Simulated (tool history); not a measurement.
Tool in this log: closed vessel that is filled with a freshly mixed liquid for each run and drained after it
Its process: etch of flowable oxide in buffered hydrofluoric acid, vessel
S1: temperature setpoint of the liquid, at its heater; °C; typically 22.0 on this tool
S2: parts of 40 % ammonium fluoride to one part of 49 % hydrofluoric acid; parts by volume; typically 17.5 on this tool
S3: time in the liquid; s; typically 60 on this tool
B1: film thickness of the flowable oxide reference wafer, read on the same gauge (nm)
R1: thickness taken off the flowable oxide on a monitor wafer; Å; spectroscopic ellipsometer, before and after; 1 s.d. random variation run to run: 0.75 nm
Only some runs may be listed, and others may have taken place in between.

run      day    S1    S2  S3      B1      R1
  1    0.000  22.0  17.5  60   99.99  1053.0
  2    4.425  22.0  17.5  60   99.98  1051.5
  3    7.242  22.0  17.5  60  100.00  1051.5
  4    8.838  20.5  17.5  60  100.00   963.5
  5   20.129  22.0  17.5  60  100.00  1059.8
  6   23.158  24.5  22.5  60  100.00   977.6
  7   27.408  24.5  22.5  60  100.00   969.9
  8   30.754  22.0  17.5  60  100.03  1052.4
  9   33.842  22.0  17.5  60  100.02  1042.5
 10   44.208  22.0  17.5  60   99.98  1054.5
 11   47.392  22.0  17.5  60  100.01  1054.8
 12   50.721  22.0  17.5  80  100.00  1396.7
 13   54.129  22.0  17.5  80   99.97  1405.8
 14   58.008  23.5  17.5  35  100.02   660.0
 15   67.788  22.0  19.5  45   99.98   712.7
 16   71.408  22.0  17.5  60  100.00  1036.7
 17   74.662  22.0  17.5  60   99.99  1055.9
 18   76.992  22.0  17.5  60   99.99  1046.0
 19   79.462  22.0  20.0  85  100.00  1308.5
 20   81.500  20.0  14.5  35  100.00   660.1
 21   85.079  19.5  17.5  30  100.01   460.8
 22   88.554  22.0  17.5  60  100.00  1045.6
 23   90.842  26.0  20.0  30   99.98   573.2
 24   94.742  22.0  20.5  60  100.00   899.3
 25   96.854  18.0  24.5  75  100.00   809.0
 26   99.212  18.5  17.5  50  100.00   731.0
 27  101.979  26.0  24.0  40  100.01   685.5
 28  106.262  20.0  15.0  85  100.01  1555.7
 29  108.067  22.0  13.5  60  100.00  1353.4
 30  112.392  19.5  21.5  80  100.00  1013.9
 31  116.617  22.0  17.5  60  100.01  1068.3
 32  119.858  23.5  20.0  60  100.00  1004.5

Taken out of this log: 3 entries between the listed runs. Where each belongs, and how the hidden state differs across it:
Between runs 5 and 6: hydrofluoric acid flow meter replaced (day 22.050)
  both runs share identical hidden conditions
Between runs 14 and 15: gauge calibrated (day 59.167)
  both runs share identical hidden conditions
Between runs 16 and 17: thermometer replaced (day 74.646)
  both runs share identical hidden conditions
